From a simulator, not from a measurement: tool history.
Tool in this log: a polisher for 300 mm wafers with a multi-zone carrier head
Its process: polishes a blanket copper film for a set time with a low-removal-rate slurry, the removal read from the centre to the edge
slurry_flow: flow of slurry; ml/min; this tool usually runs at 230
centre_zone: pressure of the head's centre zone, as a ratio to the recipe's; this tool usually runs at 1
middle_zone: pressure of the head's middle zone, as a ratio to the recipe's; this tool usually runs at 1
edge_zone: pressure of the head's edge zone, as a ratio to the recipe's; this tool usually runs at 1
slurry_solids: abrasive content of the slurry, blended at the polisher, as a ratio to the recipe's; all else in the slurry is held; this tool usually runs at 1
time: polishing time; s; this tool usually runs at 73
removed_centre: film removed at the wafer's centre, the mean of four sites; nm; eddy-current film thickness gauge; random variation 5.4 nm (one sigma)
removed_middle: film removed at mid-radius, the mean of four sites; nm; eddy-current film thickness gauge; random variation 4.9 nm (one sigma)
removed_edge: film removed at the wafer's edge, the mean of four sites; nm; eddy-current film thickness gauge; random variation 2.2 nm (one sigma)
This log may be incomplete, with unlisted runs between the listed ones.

run    hour  slurry_flow  centre_zone  middle_zone  edge_zone  slurry_solids  time  wafers since the last listed run  wafers polished on this pad  hours since the slurry nozzle was cleaned  hours since the centre zone pressure was calibrated  hours since the edge zone pressure was calibrated  hours since the carrier head's membrane was replaced  incoming thickness of the incoming film, nm  removed_centre  removed_middle  removed_edge
  1       0          190            1            1       1.09              1    73                                 0                         3574                                      235.3                                                254.5                                              169.5                                                1198.2                                       1392.6           325.7             325         334.5
  2    67.2          230            1            1       1.07              1    73                               434                         4008                                      302.5                                                321.7                                              236.7                                                1265.4                                       1375.8           342.7           318.8         329.9
      170.8  -- worn pad replaced by a new one
  3     172          230            1         1.11       1.11            0.9    85                               651                            7                                      407.3                                                426.5                                              341.5                                                1370.2                                       1397.4           436.9           447.7         421.4
  4   233.1          230            1            1          1              1    73                               395                          403                                      468.4                                                487.6                                              402.6                                                1431.3                                       1408.8           378.3           356.2         353.6
  5   281.1          255          1.1            1          1           1.15    47                               310                          713                                      516.4                                                535.6                                              450.6                                                1479.3                                       1400.9           278.1           239.3         236.6
  6   362.4          230            1            1       1.04           1.15    55                               525                         1239                                      597.7                                                616.9                                              531.9                                                1560.6                                       1420.9           294.2           279.6         276.5
      409.3  -- edge zone pressure recalibrated
      417.6  -- slurry nozzle cleaned
  7     423          230         0.88            1       1.07              1    73                               372                         1611                                        5.4                                                677.5                                               13.7                                                1621.2                                       1375.5           339.4           353.7         357.7
  8   524.6          310         1.09          0.9          1              1    92                               657                         2269                                        107                                                779.1                                              115.3                                                1722.8                                       1392.3           524.4           402.9         435.7
  9   626.1          230            1            1          1              1    73                               656                         2925                                      208.5                                                880.6                                              216.8                                                1824.3                                       1396.2           372.3           333.3         327.9
      651.5  -- centre zone pressure recalibrated
 10     710          230         1.03         1.09       0.94              1    73                               529                         3455                                      292.4                                                 58.5                                              300.7                                                1908.2                                       1413.6           333.3           353.2         314.3
      745.5  -- worn pad replaced by a new one
      838.2  -- carrier head's membrane replaced by a new one
 11  1010.2          230         0.94            1          1           1.25    73                              1883                         1680                                      592.6                                                358.7                                              600.9                                                   172                                         1400           363.8           372.3         372.7
     1065.2  -- slurry nozzle cleaned
 12  1075.4          155            1            1          1              1    73                               415                         2095                                       10.2                                                423.9                                              666.1                                                 237.2                                       1415.3           341.8           339.6         330.8
     1081.8  -- edge zone pressure recalibrated
 13  1173.8          230            1            1          1              1    73                               623                         2718                                      108.6                                                522.3                                                 92                                                 335.6                                       1418.8           357.7           354.1         339.7
 14  1210.7          295         1.08            1          1              1    89                               238                         2957                                      145.5                                                559.2                                              128.9                                                 372.5                                       1405.3           477.7           420.1           415
 15  1291.5          280            1         1.07          1              1    73                               522                         3480                                      226.3                                                  640                                              209.7                                                 453.3                                       1402.6             361           364.7         332.6
     1314.2  -- worn pad replaced by a new one
 16  1344.1          230            1            1       0.89              1    73                               314                          193                                      278.9                                                692.6                                              262.3                                                 505.9                                       1408.8             382             364         334.1
 17    1449          200            1            1          1              1    73                               678                          871                                      383.8                                                797.5                                              367.2                                                 610.8                                       1401.9           390.2           346.8         345.6
 18  1556.4          230            1            1       1.06              1    73                               694                         1566                                      491.2                                                904.9                                              474.6                                                 718.2                                       1403.1           394.6           355.1         359.3
 19  1611.2          230            1            1          1              1    56                               354                         1920                                        546                                                959.7                                              529.4                                                   773                                       1378.1           289.5           270.8         264.8
 20  1656.1          230            1            1          1              1    73                               290                         2211                                      590.9                                               1004.6                                              574.3                                                 817.9                                       1384.5           388.1           350.2         341.2
     1670.3  -- centre zone pressure recalibrated
     1732.6  -- slurry nozzle cleaned
 21  1745.7          230         0.92            1          1            1.2    81                               560                         2771                                       13.1                                                 75.4                                              663.9                                                 907.5                                         1402           362.8           395.4         391.2
     1803.8  -- edge zone pressure recalibrated
 22  1804.3          230            1            1          1              1    73                               366                         3137                                       71.7                                                  134                                                0.5                                                 966.1                                       1399.4           331.9             334         331.1

Predict each of these 3 candidate next runs independently; none follows another, all start after run 22:
  A  1804.7          230            1         0.94          1              1    73                                 2                         3140                                       72.1                                                134.4                                                0.9                                                 966.5                                       1395.7               ?               ?             ?
  B  1804.7          230            1            1          1              1    59                                 2                         3140                                       72.1                                                134.4                                                0.9                                                 966.5                                       1395.7               ?               ?             ?
  C  1804.7          260            1            1          1           1.15    98                                 2                         3140                                       72.1                                                134.4                                                0.9                                                 966.5                                       1395.7               ?               ?             ?

run  removed_centre  removed_middle  removed_edge
  A           332.9           320.4         328.8
  B           269.2           272.8         265.5
  C           470.4             476         462.1
With the hidden condition removed and each run's random variation left untouched, the same runs would have given:
run  removed_centre  removed_middle  removed_edge
  A             360           347.7         356.8
  B           291.1             296         288.2
  C           508.6           516.6         501.5

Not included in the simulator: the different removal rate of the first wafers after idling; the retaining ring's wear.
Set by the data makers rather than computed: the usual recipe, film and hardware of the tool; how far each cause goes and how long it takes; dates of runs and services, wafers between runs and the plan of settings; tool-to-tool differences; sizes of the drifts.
